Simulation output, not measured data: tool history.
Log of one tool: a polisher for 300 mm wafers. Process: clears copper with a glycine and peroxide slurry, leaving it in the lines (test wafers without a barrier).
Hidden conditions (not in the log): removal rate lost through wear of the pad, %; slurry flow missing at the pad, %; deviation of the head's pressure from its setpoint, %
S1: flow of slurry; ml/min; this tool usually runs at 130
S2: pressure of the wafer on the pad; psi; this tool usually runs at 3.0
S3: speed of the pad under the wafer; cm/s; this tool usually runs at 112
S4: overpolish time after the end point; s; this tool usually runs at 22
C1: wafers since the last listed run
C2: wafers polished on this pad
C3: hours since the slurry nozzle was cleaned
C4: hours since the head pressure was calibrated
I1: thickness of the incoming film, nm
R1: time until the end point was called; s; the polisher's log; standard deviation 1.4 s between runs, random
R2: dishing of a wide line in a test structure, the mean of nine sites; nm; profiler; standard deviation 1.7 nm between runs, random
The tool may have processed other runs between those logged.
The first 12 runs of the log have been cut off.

-- hour=950.8 slurry nozzle cleaned
-- hour=991.8 head pressure recalibrated
-- hour=1004.9 worn pad replaced by a new one
run 13 hour=1135.9 | S1=130 S2=3.0 S3=82 S4=22 | C1=3188 C2=1324 C3=185.1 C4=144.1 | I1=662.3 | R1=120.0 R2=81.3
run 14 hour=1239.7 | S1=130 S2=3.0 S3=112 S4=22 | C1=1049 C2=2374 C3=288.9 C4=247.9 | I1=662.6 | R1=91.5 R2=96.9
run 15 hour=1302.7 | S1=130 S2=3.0 S3=112 S4=22 | C1=637 C2=3012 C3=351.9 C4=310.9 | I1=664.8 | R1=94.0 R2=91.7
run 16 hour=1361.4 | S1=130 S2=3.0 S3=112 S4=22 | C1=593 C2=3605 C3=410.6 C4=369.6 | I1=659.5 | R1=93.9 R2=97.7
run 17 hour=1400.8 | S1=130 S2=3.0 S3=112 S4=33 | C1=398 C2=4004 C3=450.0 C4=409.0 | I1=669.2 | R1=98.2 R2=122.3
run 18 hour=1494.1 | S1=150 S2=3.7 S3=112 S4=26 | C1=943 C2=4948 C3=543.3 C4=502.3 | I1=657.1 | R1=79.4 R2=116.8
-- hour=1576.6 worn pad replaced by a new one
run 19 hour=1579.4 | S1=115 S2=3.9 S3=78 S4=31 | C1=822 C2=27 C3=628.6 C4=587.6 | I1=663.7 | R1=118.7 R2=104.3
-- hour=1629.8 slurry nozzle cleaned
run 20 hour=1669.1 | S1=130 S2=2.7 S3=142 S4=32 | C1=897 C2=925 C3=39.3 C4=677.3 | I1=671.0 | R1=82.6 R2=128.2
run 21 hour=1737.4 | S1=130 S2=3.0 S3=112 S4=22 | C1=690 C2=1615 C3=107.6 C4=745.6 | I1=674.2 | R1=94.3 R2=97.8
run 22 hour=1820.6 | S1=160 S2=3.0 S3=136 S4=27 | C1=841 C2=2457 C3=190.8 C4=828.8 | I1=676.8 | R1=74.2 R2=127.1
run 23 hour=1908.4 | S1=155 S2=3.0 S3=112 S4=22 | C1=888 C2=3345 C3=278.6 C4=916.6 | I1=661.3 | R1=89.4 R2=98.4
run 24 hour=1963.6 | S1=130 S2=3.0 S3=112 S4=22 | C1=558 C2=3904 C3=333.8 C4=971.8 | I1=665.0 | R1=92.0 R2=95.8
run 25 hour=2070.5 | S1=130 S2=3.9 S3=112 S4=22 | C1=1081 C2=4985 C3=440.7 C4=1078.7 | I1=664.7 | R1=75.9 R2=107.6
-- hour=2140.4 worn pad replaced by a new one
run 26 hour=2158.0 | S1=130 S2=2.6 S3=112 S4=22 | C1=844 C2=178 C3=528.2 C4=1166.2 | I1=678.8 | R1=115.6 R2=83.5
-- hour=2202.4 slurry nozzle cleaned
run 27 hour=2225.1 | S1=90 S2=3.0 S3=136 S4=22 | C1=668 C2=846 C3=22.7 C4=1233.3 | I1=662.9 | R1=83.9 R2=100.4
run 28 hour=2274.0 | S1=130 S2=3.0 S3=82 S4=22 | C1=494 C2=1341 C3=71.6 C4=1282.2 | I1=664.8 | R1=116.2 R2=82.2
run 29 hour=2376.5 | S1=130 S2=3.4 S3=112 S4=22 | C1=1036 C2=2378 C3=174.1 C4=1384.7 | I1=673.2 | R1=83.0 R2=103.5
-- hour=2388.2 head pressure recalibrated
run 30 hour=2416.0 | S1=100 S2=3.0 S3=112 S4=10 | C1=379 C2=2757 C3=213.6 C4=27.8 | I1=660.8 | R1=96.6 R2=49.0
run 31 hour=2474.6 | S1=130 S2=2.1 S3=112 S4=17 | C1=592 C2=3350 C3=272.2 C4=86.4 | I1=668.7 | R1=124.7 R2=61.0
run 32 hour=2510.8 | S1=130 S2=3.0 S3=128 S4=17 | C1=366 C2=3716 C3=308.4 C4=122.6 | I1=662.2 | R1=82.2 R2=82.9
-- hour=2681.2 worn pad replaced by a new one
run 33 hour=2763.7 | S1=130 S2=3.0 S3=90 S4=9 | C1=2517 C2=834 C3=561.3 C4=375.5 | I1=667.1 | R1=118.2 R2=37.0

3 options for the next run, each taken on its own from the tool as it stands now. Forecast them:
run A hour=2764.2 | S1=130 S2=3.0 S3=90 S4=22 | C1=5 C2=839 C3=561.8 C4=376.0 | I1=670.1 | R1=? R2=?
run B hour=2764.2 | S1=130 S2=3.0 S3=88 S4=22 | C1=5 C2=839 C3=561.8 C4=376.0 | I1=670.1 | R1=? R2=?
run C hour=2764.2 | S1=130 S2=3.0 S3=112 S4=32 | C1=5 C2=839 C3=561.8 C4=376.0 | I1=670.1 | R1=? R2=?

run=A R1=118.4 R2=77.0
run=B R1=120.4 R2=76.1
run=C R1=99.6 R2=113.1
Without the tool's hidden state the same runs would have given:
run=A R1=105.3 R2=84.3
run=B R1=107.1 R2=83.3
run=C R1=88.5 R2=121.7

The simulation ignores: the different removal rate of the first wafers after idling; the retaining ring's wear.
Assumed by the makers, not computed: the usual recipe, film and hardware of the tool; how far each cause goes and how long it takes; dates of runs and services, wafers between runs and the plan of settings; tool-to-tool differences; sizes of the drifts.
